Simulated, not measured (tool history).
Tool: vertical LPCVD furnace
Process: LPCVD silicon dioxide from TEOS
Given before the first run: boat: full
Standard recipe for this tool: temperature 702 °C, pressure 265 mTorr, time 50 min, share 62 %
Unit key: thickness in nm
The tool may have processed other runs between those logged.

run,hour,temperature,pressure,time,share,"read-back reference wafer on the same gauge, thickness",thickness
1,0,702,265,50,62,358.04,342.19
2,41.2,702,265,50,62,358.05,341.33
3,125,702,265,50,62,358,342.61
4,169.8,707,265,50,57,357.94,366.84
5,247.3,707,265,50,57,358.09,368.16
6,310.5,707,265,50,57,357.89,368.74
7,381,702,265,50,66,357.94,353.52
8,467.9,702,265,50,66,358,351.49
9,556.6,702,265,50,62,357.82,341.44
10,653.2,702,265,50,62,358.05,342.29
# hour 660.4: gauge calibrated
11,697.3,702,265,50,62,357.99,342.21
12,762.4,702,265,50,62,357.94,341.56
13,869.8,697,225,50,62,357.97,281.49
14,973.1,697,225,50,62,358.1,279.16
15,1142.2,702,265,50,62,357.95,343.59
16,1190.2,702,265,61.5,62,357.92,422.6
# hour 1291.4: TEOS flow controller replaced
17,1291.9,690,265,56.5,62,357.89,289.42
18,1357,702,220,50,62,357.96,306.93
19,1394,702,265,50,62,358.05,339.93
20,1468.4,711,295,64,74,357.9,614.79
# hour 1550.3: thermocouples replaced and temperature profile calibrated
21,1567.5,702,265,50,55,358.01,319.53
# hour 1612.1: pressure gauge zeroed
22,1656.7,710,265,42,62,358.07,349.07
23,1693.9,702,200,50,62,358.04,301.51
# hour 1702.9: gauge calibrated
24,1756.5,696,200,41.5,52,358.09,199.23
25,1861.9,702,265,50,62,358.14,347.5
26,1947.3,695,265,50,62,357.98,295.48
27,1995.8,702,265,50,62,358.15,345.09
28,2070.7,702,305,36,52,358.18,244.49
29,2117.9,702,265,50,62,358.06,344.1

Alternative continuations, all from the tool just after run 29; predict every row:
A,2121.6,702,265,50,62,?,?
B,2121.6,702,265,50,57,?,?
C,2121.6,698,240,63.5,62,?,?

run,"read-back reference wafer on the same gauge, thickness",thickness
A,358.11,345.24
B,358.11,331.22
C,358.11,379.78
Without the tool's unlogged condition, the same runs would have read:
run,thickness
A,347.32
B,333.02
C,382.48
